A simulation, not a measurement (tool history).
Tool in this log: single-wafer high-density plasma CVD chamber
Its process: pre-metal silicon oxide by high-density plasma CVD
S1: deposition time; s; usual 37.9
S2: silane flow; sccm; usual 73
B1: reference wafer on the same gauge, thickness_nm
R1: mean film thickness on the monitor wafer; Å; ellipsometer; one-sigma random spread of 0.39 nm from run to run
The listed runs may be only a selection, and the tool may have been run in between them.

run   hour    S1  S2       B1       R1
  1    0.0  37.9  73  236.098  2631.22
  2    8.2  37.9  62  236.080  2327.61
  3   15.2  37.9  62  235.997  2324.07
  4   33.0  37.9  62  235.823  2314.94
  5   43.5  37.9  73  235.706  2625.53
  6   57.1  37.9  73  235.582  2623.24
  7   64.5  37.9  73  235.541  2617.21
  8   71.3  37.9  73  235.366  2623.72
  9   85.1  37.9  73  235.308  2626.39
 10  100.4  37.9  73  235.126  2615.99
 11  112.8  41.0  73  235.031  2840.76
 12  118.9  41.0  73  235.040  2832.74
 13  129.7  41.0  73  234.900  2839.67
 14  144.7  37.9  73  234.739  2611.71
 15  157.2  37.9  73  234.640  2611.63
 16  169.7  37.9  73  234.515  2617.12
 17  182.9  37.9  73  234.427  2612.17
 18  194.2  37.9  73  234.352  2611.42
 19  210.7  37.9  73  234.123  2613.14
 20  219.3  44.2  58  234.080  2555.30
 21  231.1  33.3  73  233.927  2294.19
 22  239.2  37.9  62  233.833  2301.12
 23  249.2  37.9  73  233.788  2604.26
 24  256.0  44.9  63  233.680  2750.86
 25  268.4  42.1  61  233.560  2519.49
     278.5  -- gauge calibrated
 26  280.7  32.7  84  236.401  2538.21
 27  287.0  37.9  73  236.397  2641.64
 28  303.9  36.0  61  236.237  2182.16
 29  321.8  37.9  73  236.007  2636.66
 30  330.7  41.6  80  235.969  3103.12
 31  337.3  40.8  85  235.887  3186.60
 32  345.0  32.4  64  235.820  2033.17
 33  357.4  37.9  73  235.771  2627.37
     369.0  -- silane flow controller replaced
 34  387.4  42.3  88  235.459  3396.36
 35  395.0  42.1  73  235.303  2914.51
 36  423.3  37.9  73  235.040  2624.01
 37  438.1  42.0  87  234.877  3329.73
 38  455.8  34.3  65  234.756  2165.65
 39  465.7  43.4  63  234.676  2671.69

4 ways to go on from here, each from the tool as it stands after run 39. What would each give?
  A  466.1  35.6  73   ?   ?
  B  466.1  44.5  84   ?   ?
  C  466.1  34.3  68   ?   ?
  D  466.1  37.9  87   ?   ?

run       B1       R1
  A  234.737  2458.90
  B  234.737  3434.87
  C  234.737  2242.55
  D  234.737  3009.34
What these runs would have given with no unlogged condition in the tool:
run       R1
  A  2472.70
  B  3454.15
  C  2255.14
  D  3026.23
